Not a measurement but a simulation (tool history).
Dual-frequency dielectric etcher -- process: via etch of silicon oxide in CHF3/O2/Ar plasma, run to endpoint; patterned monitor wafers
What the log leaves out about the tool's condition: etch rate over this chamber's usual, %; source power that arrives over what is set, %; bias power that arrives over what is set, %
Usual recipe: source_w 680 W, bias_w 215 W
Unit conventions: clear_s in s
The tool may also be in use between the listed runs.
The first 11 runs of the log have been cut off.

run	hour	source_w	bias_w	wafers since the last listed run	hours since the last wet clean	hours since the last source power generator calibration	hours since the last bias power generator calibration	hours since the last upper electrode change	incoming incoming film thickness, nm	clear_s
# hour 234.2: upper electrode replaced
12	234.7	680	215	67	391.9	3508.9	2220.4	0.5	820.4	418.7
13	252.2	680	183	96	409.4	3526.4	2237.9	18	827.9	443.2
14	264.5	680	183	67	421.7	3538.7	2250.2	30.3	824.1	441.2
# hour 280.5: bias power generator calibrated
15	285.1	680	215	91	442.3	3559.3	4.6	50.9	827.5	421.8
16	353.4	680	215	376	510.6	3627.6	72.9	119.2	827	418.1
17	365.8	680	251	68	523	3640	85.3	131.6	823.3	402.3
18	392.3	630	241	146	549.5	3666.5	111.8	158.1	822.3	422.1
19	427.1	570	215	191	584.3	3701.3	146.6	192.9	835.9	453.8
# hour 465.9: wet clean of the chamber
20	466.4	680	215	84	0.5	3740.6	185.9	232.2	828.1	422.8
21	474.6	750	250	45	8.7	3748.8	194.1	240.4	817.9	383.3
22	508.2	680	215	185	42.3	3782.4	227.7	274	817.4	409.1
# hour 524.8: source power generator calibrated
23	536.4	620	176	133	70.5	11.6	255.9	302.2	815.3	456.6
24	559.2	610	215	125	93.3	34.4	278.7	325	822.5	436.8
25	582.2	680	182	126	116.3	57.4	301.7	348	824	439.1
26	599.7	680	215	96	133.8	74.9	319.2	365.5	822	421.3
27	619	790	189	106	153.1	94.2	338.5	384.8	824.5	409.1
28	643.9	680	215	137	178	119.1	363.4	409.7	828	425.1
29	660.1	780	190	89	194.2	135.3	379.6	425.9	812.6	400.9
30	674.9	630	259	81	209	150.1	394.4	440.7	823.8	415.8
31	700.3	550	161	139	234.4	175.5	419.8	466.1	829.2	480.2
32	723.9	830	183	130	258	199.1	443.4	489.7	814.5	395.6
33	749.5	580	254	141	283.6	224.7	469	515.3	819	423.8

Run 34 has not been measured yet. What should we expect?
34	777.2	680	215	152	311.3	252.4	496.7	543	815.5	?

{"run 34": {"clear_s": 418.8}}
On a tool with no hidden condition, and with the same random variation, this run would have come out at clear_s 418.8 s.
